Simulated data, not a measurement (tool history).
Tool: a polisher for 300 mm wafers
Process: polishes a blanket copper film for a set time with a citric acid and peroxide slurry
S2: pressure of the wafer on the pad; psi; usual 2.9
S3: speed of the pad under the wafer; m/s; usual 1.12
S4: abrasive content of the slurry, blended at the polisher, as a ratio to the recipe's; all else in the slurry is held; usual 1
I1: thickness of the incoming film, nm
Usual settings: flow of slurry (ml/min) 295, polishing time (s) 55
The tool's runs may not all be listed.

run 1 hour=0 | flow_of_slurry_(ml/min)=295 S2=2.9 S3=1.12 S4=1 polishing_time_(s)=55 | I1=955.2 | film_removed_(angstrom)=1663
-- hour=17.4 head pressure recalibrated
-- hour=26.4 slurry blender recalibrated
run 2 hour=77.4 | flow_of_slurry_(ml/min)=295 S2=2.9 S3=1.12 S4=1 polishing_time_(s)=55 | I1=956.7 | film_removed_(angstrom)=1524
run 3 hour=118.3 | flow_of_slurry_(ml/min)=295 S2=2.9 S3=1.12 S4=1 polishing_time_(s)=55 | I1=933 | film_removed_(angstrom)=1541
-- hour=159.1 worn pad replaced by a new one
run 4 hour=175.5 | flow_of_slurry_(ml/min)=295 S2=2.9 S3=1.12 S4=1 polishing_time_(s)=55 | I1=936.2 | film_removed_(angstrom)=1541
-- hour=261.6 slurry nozzle cleaned
run 5 hour=472.3 | flow_of_slurry_(ml/min)=295 S2=2.9 S3=1.12 S4=1 polishing_time_(s)=55 | I1=939.8 | film_removed_(angstrom)=1586
run 6 hour=557.3 | flow_of_slurry_(ml/min)=370 S2=2.9 S3=1.12 S4=1 polishing_time_(s)=55 | I1=948.2 | film_removed_(angstrom)=1643
-- hour=639.2 slurry blender recalibrated
run 7 hour=648 | flow_of_slurry_(ml/min)=295 S2=3.3 S3=1.12 S4=1 polishing_time_(s)=55 | I1=949.2 | film_removed_(angstrom)=1844
-- hour=735.2 worn pad replaced by a new one
-- hour=763 head pressure recalibrated
-- hour=926.3 slurry nozzle cleaned
run 8 hour=971.5 | flow_of_slurry_(ml/min)=295 S2=2.9 S3=0.86 S4=1 polishing_time_(s)=55 | I1=958.7 | film_removed_(angstrom)=1247
run 9 hour=1008.2 | flow_of_slurry_(ml/min)=295 S2=2.9 S3=0.86 S4=1 polishing_time_(s)=55 | I1=959.4 | film_removed_(angstrom)=1261
run 10 hour=1086 | flow_of_slurry_(ml/min)=295 S2=2.9 S3=0.86 S4=1 polishing_time_(s)=55 | I1=939.5 | film_removed_(angstrom)=1270
run 11 hour=1137.7 | flow_of_slurry_(ml/min)=295 S2=2.9 S3=1.32 S4=1 polishing_time_(s)=55 | I1=942.6 | film_removed_(angstrom)=1795
-- hour=1200.1 slurry blender recalibrated
run 12 hour=1204.7 | flow_of_slurry_(ml/min)=295 S2=2.9 S3=1.32 S4=1 polishing_time_(s)=55 | I1=962.6 | film_removed_(angstrom)=1807
run 13 hour=1262.7 | flow_of_slurry_(ml/min)=295 S2=2.9 S3=1.12 S4=0.95 polishing_time_(s)=55 | I1=933.3 | film_removed_(angstrom)=1557
-- hour=1327.2 worn pad replaced by a new one
run 14 hour=1356.3 | flow_of_slurry_(ml/min)=295 S2=2.9 S3=1.12 S4=1 polishing_time_(s)=55 | I1=951 | film_removed_(angstrom)=1551
-- hour=1367.7 head pressure recalibrated
run 15 hour=1403.4 | flow_of_slurry_(ml/min)=375 S2=2.9 S3=1.12 S4=0.85 polishing_time_(s)=46 | I1=954.1 | film_removed_(angstrom)=1280
run 16 hour=1497 | flow_of_slurry_(ml/min)=295 S2=2.9 S3=1.12 S4=1 polishing_time_(s)=55 | I1=941.7 | film_removed_(angstrom)=1555
run 17 hour=1588.3 | flow_of_slurry_(ml/min)=355 S2=3.9 S3=1.12 S4=0.85 polishing_time_(s)=44 | I1=950.5 | film_removed_(angstrom)=1620
run 18 hour=1629.7 | flow_of_slurry_(ml/min)=295 S2=2.9 S3=1.12 S4=0.9 polishing_time_(s)=46 | I1=943.1 | film_removed_(angstrom)=1273
run 19 hour=1730.8 | flow_of_slurry_(ml/min)=295 S2=2.6 S3=1.12 S4=1.3 polishing_time_(s)=55 | I1=942.9 | film_removed_(angstrom)=1556
-- hour=1750.8 slurry blender recalibrated
-- hour=1762.4 slurry nozzle cleaned
run 20 hour=1803 | flow_of_slurry_(ml/min)=345 S2=2.5 S3=1.12 S4=1.1 polishing_time_(s)=55 | I1=936.5 | film_removed_(angstrom)=1474

The next listed run, before its measurement:
-- hour=1906.7 worn pad replaced by a new one
run 21 hour=1907 | flow_of_slurry_(ml/min)=245 S2=3.8 S3=1.12 S4=1 polishing_time_(s)=68 | I1=942.6 | film_removed_(angstrom)=?

{"run 21": {"film removed (angstrom)": 2544}}
Without the tool's hidden state the same run would have given film removed (angstrom) 2349.
